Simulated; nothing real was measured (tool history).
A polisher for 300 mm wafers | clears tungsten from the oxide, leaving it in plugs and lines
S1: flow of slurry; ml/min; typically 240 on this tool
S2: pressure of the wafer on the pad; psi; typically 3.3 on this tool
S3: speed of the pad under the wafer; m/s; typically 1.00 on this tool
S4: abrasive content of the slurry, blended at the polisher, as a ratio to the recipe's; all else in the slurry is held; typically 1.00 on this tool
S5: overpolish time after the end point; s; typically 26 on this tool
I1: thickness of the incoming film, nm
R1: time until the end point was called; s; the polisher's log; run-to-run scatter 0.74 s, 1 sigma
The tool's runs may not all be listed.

{"run": 1, "hour": 0.0, "S1": 240, "S2": 3.3, "S3": 1.0, "S4": 1.0, "S5": 26, "I1": 307.5, "R1": 83.5}
{"run": 2, "hour": 58.2, "S1": 240, "S2": 3.3, "S3": 1.0, "S4": 1.0, "S5": 26, "I1": 311.3, "R1": 87.6}
{"hour": 61.0, "done": "slurry tank refilled with fresh slurry and peroxide"}
{"hour": 67.6, "done": "worn pad replaced by a new one"}
{"run": 3, "hour": 126.5, "S1": 240, "S2": 3.3, "S3": 1.0, "S4": 0.9, "S5": 26, "I1": 305.0, "R1": 83.9}
{"run": 4, "hour": 189.4, "S1": 240, "S2": 3.3, "S3": 1.0, "S4": 0.9, "S5": 26, "I1": 305.9, "R1": 85.4}
{"run": 5, "hour": 287.9, "S1": 240, "S2": 3.3, "S3": 1.0, "S4": 1.0, "S5": 26, "I1": 305.8, "R1": 85.6}
{"run": 6, "hour": 354.0, "S1": 240, "S2": 3.3, "S3": 1.0, "S4": 1.0, "S5": 26, "I1": 309.0, "R1": 86.9}
{"hour": 373.6, "done": "slurry blender recalibrated"}
{"hour": 409.3, "done": "slurry tank refilled with fresh slurry and peroxide"}
{"run": 7, "hour": 417.1, "S1": 240, "S2": 3.3, "S3": 1.0, "S4": 1.0, "S5": 26, "I1": 307.9, "R1": 87.7}
{"run": 8, "hour": 480.2, "S1": 240, "S2": 3.3, "S3": 1.0, "S4": 1.0, "S5": 26, "I1": 309.5, "R1": 90.3}
{"hour": 492.9, "done": "worn pad replaced by a new one"}
{"run": 9, "hour": 544.8, "S1": 240, "S2": 3.3, "S3": 1.0, "S4": 1.0, "S5": 26, "I1": 304.7, "R1": 92.0}
{"hour": 611.3, "done": "head pressure recalibrated"}
{"run": 10, "hour": 644.0, "S1": 240, "S2": 3.3, "S3": 1.0, "S4": 1.0, "S5": 26, "I1": 304.3, "R1": 92.9}
{"hour": 678.3, "done": "slurry nozzle cleaned"}
{"run": 11, "hour": 688.6, "S1": 240, "S2": 3.3, "S3": 1.0, "S4": 1.0, "S5": 35, "I1": 306.3, "R1": 95.5}
{"run": 12, "hour": 757.6, "S1": 240, "S2": 3.3, "S3": 1.0, "S4": 1.0, "S5": 35, "I1": 307.5, "R1": 95.1}
{"run": 13, "hour": 795.9, "S1": 240, "S2": 4.3, "S3": 0.74, "S4": 0.7, "S5": 26, "I1": 303.9, "R1": 104.9}
{"hour": 800.2, "done": "slurry blender recalibrated"}
{"hour": 834.0, "done": "slurry tank refilled with fresh slurry and peroxide"}
{"hour": 863.8, "done": "worn pad replaced by a new one, repeated, since the last time left the tool worse"}
{"run": 14, "hour": 891.7, "S1": 240, "S2": 4.0, "S3": 0.84, "S4": 0.75, "S5": 21, "I1": 306.4, "R1": 85.8}
{"run": 15, "hour": 994.8, "S1": 240, "S2": 2.4, "S3": 0.88, "S4": 1.0, "S5": 13, "I1": 304.3, "R1": 129.4}
{"run": 16, "hour": 1035.0, "S1": 240, "S2": 3.3, "S3": 1.0, "S4": 1.0, "S5": 14, "I1": 299.7, "R1": 82.0}
{"run": 17, "hour": 1105.7, "S1": 240, "S2": 3.3, "S3": 1.0, "S4": 0.7, "S5": 34, "I1": 303.8, "R1": 88.9}
{"hour": 1172.3, "done": "slurry blender recalibrated"}
{"run": 18, "hour": 1173.3, "S1": 175, "S2": 3.3, "S3": 0.72, "S4": 1.15, "S5": 40, "I1": 309.5, "R1": 120.5}
{"hour": 1180.5, "done": "slurry tank refilled with fresh slurry and peroxide"}
{"hour": 1190.9, "done": "worn pad replaced by a new one"}
{"run": 19, "hour": 1248.6, "S1": 300, "S2": 2.2, "S3": 1.0, "S4": 1.0, "S5": 26, "I1": 304.2, "R1": 121.7}
{"run": 20, "hour": 1285.6, "S1": 240, "S2": 3.3, "S3": 1.0, "S4": 1.0, "S5": 26, "I1": 304.3, "R1": 82.9}
{"run": 21, "hour": 1349.6, "S1": 240, "S2": 3.3, "S3": 1.14, "S4": 0.9, "S5": 41, "I1": 306.7, "R1": 73.3}
{"run": 22, "hour": 1395.8, "S1": 240, "S2": 3.3, "S3": 1.0, "S4": 1.0, "S5": 26, "I1": 302.4, "R1": 82.4}
{"run": 23, "hour": 1466.9, "S1": 240, "S2": 4.0, "S3": 1.0, "S4": 0.85, "S5": 26, "I1": 302.4, "R1": 71.3}
{"hour": 1516.5, "done": "worn pad replaced by a new one"}
{"hour": 1522.8, "done": "slurry nozzle cleaned"}
{"run": 24, "hour": 1545.2, "S1": 215, "S2": 3.8, "S3": 1.0, "S4": 0.8, "S5": 18, "I1": 306.9, "R1": 75.6}
{"hour": 1556.2, "done": "slurry tank refilled with fresh slurry and peroxide"}
{"hour": 1582.8, "done": "slurry blender recalibrated"}
{"run": 25, "hour": 1611.2, "S1": 205, "S2": 2.7, "S3": 1.0, "S4": 1.0, "S5": 32, "I1": 300.1, "R1": 100.3}
{"hour": 1642.8, "done": "head pressure recalibrated"}
{"run": 26, "hour": 1703.6, "S1": 240, "S2": 3.3, "S3": 1.0, "S4": 1.0, "S5": 26, "I1": 303.6, "R1": 82.5}

Difference, measured minus no-hidden-state, one row per run. Run-to-run variation is common to both terms; the gauge's own scatter need not be:
The tool's hidden condition here consists of: removal rate lost through wear of the pad, %; slurry flow missing at the pad, %; deviation of the head's pressure from its setpoint, %; abrasive missing from the slurry, %; peroxide lost from the slurry, %.
run=1 R1=+2.2
run=2 R1=+3.4
run=3 R1=+0.5
run=4 R1=+0.9
run=5 R1=+2.0
run=6 R1=+3.0
run=7 R1=+4.4
run=8 R1=+6.1
run=9 R1=+9.9
run=10 R1=+10.6
run=11 R1=+11.5
run=12 R1=+12.6
run=13 R1=+14.7
run=14 R1=+0.7
run=15 R1=+1.9
run=16 R1=+1.6
run=17 R1=+2.7
run=18 R1=+5.3
run=19 R1=+0.3
run=20 R1=+0.4
run=21 R1=+0.8
run=22 R1=+1.4
run=23 R1=+2.0
run=24 R1=+0.6
run=25 R1=+1.2
run=26 R1=+1.7
